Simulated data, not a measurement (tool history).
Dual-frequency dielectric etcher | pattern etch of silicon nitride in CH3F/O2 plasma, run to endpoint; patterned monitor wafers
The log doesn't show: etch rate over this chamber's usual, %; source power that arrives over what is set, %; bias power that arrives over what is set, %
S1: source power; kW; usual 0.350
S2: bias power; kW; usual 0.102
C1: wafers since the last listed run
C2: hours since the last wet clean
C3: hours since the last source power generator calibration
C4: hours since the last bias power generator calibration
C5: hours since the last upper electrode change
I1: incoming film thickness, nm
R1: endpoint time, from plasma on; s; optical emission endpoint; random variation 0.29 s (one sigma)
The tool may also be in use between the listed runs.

run 1 day=0.000 | S1=0.390 S2=0.102 | C1=0 C2=432.3 C3=2903.7 C4=3018.9 C5=1042.0 | I1=73.2 | R1=67.6
run 2 day=4.433 | S1=0.350 S2=0.102 | C1=835 C2=538.7 C3=3010.1 C4=3125.3 C5=1148.4 | I1=73.0 | R1=69.5
-- day=6.038 wet clean of the chamber
run 3 day=7.333 | S1=0.350 S2=0.115 | C1=358 C2=31.1 C3=3079.7 C4=3194.9 C5=1218.0 | I1=72.9 | R1=68.1
run 4 day=9.783 | S1=0.290 S2=0.116 | C1=461 C2=89.9 C3=3138.5 C4=3253.7 C5=1276.8 | I1=73.9 | R1=72.8
-- day=12.550 bias power generator calibrated
run 5 day=12.633 | S1=0.350 S2=0.107 | C1=505 C2=158.3 C3=3206.9 C4=2.0 C5=1345.2 | I1=72.9 | R1=69.8
run 6 day=14.767 | S1=0.350 S2=0.107 | C1=402 C2=209.5 C3=3258.1 C4=53.2 C5=1396.4 | I1=73.5 | R1=69.9
run 7 day=16.538 | S1=0.350 S2=0.102 | C1=333 C2=252.0 C3=3300.6 C4=95.7 C5=1438.9 | I1=72.8 | R1=70.3
run 8 day=18.600 | S1=0.330 S2=0.102 | C1=388 C2=301.5 C3=3350.1 C4=145.2 C5=1488.4 | I1=73.2 | R1=72.3
run 9 day=22.467 | S1=0.330 S2=0.102 | C1=728 C2=394.3 C3=3442.9 C4=238.0 C5=1581.2 | I1=73.7 | R1=72.3
run 10 day=25.229 | S1=0.350 S2=0.102 | C1=520 C2=460.6 C3=3509.2 C4=304.3 C5=1647.5 | I1=73.8 | R1=70.8
run 11 day=26.375 | S1=0.350 S2=0.102 | C1=216 C2=488.1 C3=3536.7 C4=331.8 C5=1675.0 | I1=73.2 | R1=70.1
-- day=28.925 wet clean of the chamber
-- day=29.579 upper electrode replaced
run 12 day=29.600 | S1=0.350 S2=0.102 | C1=296 C2=16.2 C3=3614.1 C4=409.2 C5=0.5 | I1=73.9 | R1=73.3
run 13 day=30.879 | S1=0.380 S2=0.094 | C1=241 C2=46.9 C3=3644.8 C4=439.9 C5=31.2 | I1=73.6 | R1=73.1
run 14 day=32.254 | S1=0.350 S2=0.107 | C1=259 C2=79.9 C3=3677.8 C4=472.9 C5=64.2 | I1=73.5 | R1=71.1
run 15 day=33.312 | S1=0.390 S2=0.093 | C1=199 C2=105.3 C3=3703.2 C4=498.3 C5=89.6 | I1=72.4 | R1=71.8
-- day=39.512 source power generator calibrated
run 16 day=39.808 | S1=0.350 S2=0.116 | C1=1193 C2=261.2 C3=7.1 C4=654.2 C5=245.5 | I1=73.3 | R1=67.2
run 17 day=42.388 | S1=0.420 S2=0.110 | C1=486 C2=323.1 C3=69.0 C4=716.1 C5=307.4 | I1=73.1 | R1=64.0
run 18 day=44.833 | S1=0.350 S2=0.102 | C1=461 C2=381.8 C3=127.7 C4=774.8 C5=366.1 | I1=73.2 | R1=70.9
run 19 day=46.321 | S1=0.320 S2=0.125 | C1=280 C2=417.5 C3=163.4 C4=810.5 C5=401.8 | I1=73.2 | R1=66.8
run 20 day=49.296 | S1=0.320 S2=0.089 | C1=560 C2=488.9 C3=234.8 C4=881.9 C5=473.2 | I1=73.9 | R1=77.9
run 21 day=51.812 | S1=0.300 S2=0.102 | C1=474 C2=549.3 C3=295.2 C4=942.3 C5=533.6 | I1=73.9 | R1=74.3
-- day=53.454 wet clean of the chamber
run 22 day=53.962 | S1=0.350 S2=0.102 | C1=216 C2=12.2 C3=346.8 C4=993.9 C5=585.2 | I1=72.6 | R1=72.4
run 23 day=55.908 | S1=0.350 S2=0.102 | C1=366 C2=58.9 C3=393.5 C4=1040.6 C5=631.9 | I1=73.3 | R1=73.2
run 24 day=57.429 | S1=0.390 S2=0.123 | C1=286 C2=95.4 C3=430.0 C4=1077.1 C5=668.4 | I1=73.6 | R1=64.8
run 25 day=59.108 | S1=0.350 S2=0.102 | C1=316 C2=135.7 C3=470.3 C4=1117.4 C5=708.7 | I1=73.4 | R1=72.7
run 26 day=64.879 | S1=0.300 S2=0.111 | C1=1087 C2=274.2 C3=608.8 C4=1255.9 C5=847.2 | I1=73.2 | R1=73.1
run 27 day=73.312 | S1=0.350 S2=0.113 | C1=1589 C2=476.6 C3=811.2 C4=1458.3 C5=1049.6 | I1=73.8 | R1=68.5
run 28 day=76.188 | S1=0.350 S2=0.102 | C1=542 C2=545.6 C3=880.2 C4=1527.3 C5=1118.6 | I1=73.8 | R1=71.2

Forecast run 29:
run 29 day=77.312 | S1=0.350 S2=0.126 | C1=212 C2=572.6 C3=907.2 C4=1554.3 C5=1145.6 | I1=73.0 | R1=?

Run 29 gave R1 63.3 s.
Without the tool's hidden state the same run would have given R1 65.8 s.
